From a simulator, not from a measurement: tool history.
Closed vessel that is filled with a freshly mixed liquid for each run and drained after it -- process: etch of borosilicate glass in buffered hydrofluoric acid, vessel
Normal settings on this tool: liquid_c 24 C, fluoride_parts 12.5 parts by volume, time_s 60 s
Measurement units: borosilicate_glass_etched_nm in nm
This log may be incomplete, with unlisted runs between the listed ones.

run    hour  liquid_c  fluoride_parts  time_s  read-back film thickness of the borosilicate glass reference wafer, read on the same gauge (nm)  borosilicate_glass_etched_nm
  1       0        24            12.5      60                                                                                           150.01                         60.21
  2    76.7        24            12.5      60                                                                                           150.02                         60.27
  3   113.8        24            12.5      60                                                                                           150.04                         59.72
  4   361.9      21.5            15.5      60                                                                                           150.07                         42.95
  5   427.1        24            12.5      40                                                                                           150.01                         39.45
  6   533.2        24            12.5      40                                                                                           149.96                         39.53
  7   616.5        24            15.5      40                                                                                           150.01                         32.08
  8   800.7        24              16      60                                                                                           150.07                         46.66
  9   893.4        24              16      60                                                                                           149.96                         46.97
 10   982.7        24            12.5      60                                                                                           149.96                         60.48
 11  1085.9        21             9.5      60                                                                                           149.99                         65.82
 12  1181.1      19.5              11      95                                                                                           149.99                         85.31
 13  1284.8      25.5            12.5      90                                                                                           150.03                         96.29
 14  1360.1        27            12.5      60                                                                                           149.96                         69.38
 15    1462        22             9.5      60                                                                                              150                         68.52
 16  1514.1        22            12.5      40                                                                                           149.98                         35.76
 17  1573.5        24            12.5      60                                                                                           150.03                         59.92
 18  1889.4      27.5              15      60                                                                                           149.95                         61.16
 19  1986.7        24            15.5      40                                                                                              150                         32.65
 20  2075.1        27              16      80                                                                                           150.04                         74.77
 21    2171        24            12.5      60                                                                                           150.02                         59.19
 22  2213.2        24              14      60                                                                                              150                          52.8
 23  2295.5        24               9      70                                                                                           150.01                         92.92
 24  2403.1        24            12.5      60                                                                                           149.99                         59.69
 25  2484.7      19.5            12.5      60                                                                                           150.01                         46.93
 26  2591.5      27.5              14      75                                                                                           149.95                         80.96
 27  2695.5        24            12.5      60                                                                                           149.98                         60.44
 28  2734.6      28.5              11      35                                                                                           149.98                         50.74
 29  2789.7        24             8.5      30                                                                                           150.01                         42.97
 30  2880.9        22            12.5      95                                                                                           150.03                          84.3
 31  2974.5        24            12.5      60                                                                                           149.97                         59.34
 32  3068.4      20.5              16      35                                                                                           149.99                         22.59

Put back what was entered between runs (6 entries, withheld): which listed runs does each sit between, and how does the hidden state differ from the listed run before to the listed run after?
From run 4 to run 5: hydrofluoric acid flow meter replaced (hour 373.5)
  hydrofluoric acid flow above the setpoint (%): 2.93 -> 0.414
  measured less the result without the state, borosilicate_glass_etched_nm: +1.21 -> +0.16 nm
From run 11 to run 12: gauge calibrated (hour 1094.9)
  hydrofluoric acid flow above the setpoint (%): 2.77 -> 3.11
  measured less the result without the state, borosilicate_glass_etched_nm: +1.15 -> +2.54 nm
From run 12 to run 13: hydrofluoric acid flow meter replaced (hour 1258.5)
  hydrofluoric acid flow above the setpoint (%): 3.11 -> 0.381
  measured less the result without the state, borosilicate_glass_etched_nm: +2.54 -> +0.36 nm
From run 17 to run 18: thermometer replaced (hour 1774.3)
  hydrofluoric acid flow above the setpoint (%): 1.41 -> 2.54
  measured less the result without the state, borosilicate_glass_etched_nm: +0.82 -> +1.5 nm
From run 20 to run 21: hydrofluoric acid flow meter replaced (hour 2103.9)
  hydrofluoric acid flow above the setpoint (%): 3.2 -> 0.426
  measured less the result without the state, borosilicate_glass_etched_nm: +2.3 -> +0.25 nm
From run 29 to run 30: hydrofluoric acid flow meter replaced (hour 2842.3)
  hydrofluoric acid flow above the setpoint (%): 2.64 -> 0.689
  measured less the result without the state, borosilicate_glass_etched_nm: +1.22 -> +0.57 nm

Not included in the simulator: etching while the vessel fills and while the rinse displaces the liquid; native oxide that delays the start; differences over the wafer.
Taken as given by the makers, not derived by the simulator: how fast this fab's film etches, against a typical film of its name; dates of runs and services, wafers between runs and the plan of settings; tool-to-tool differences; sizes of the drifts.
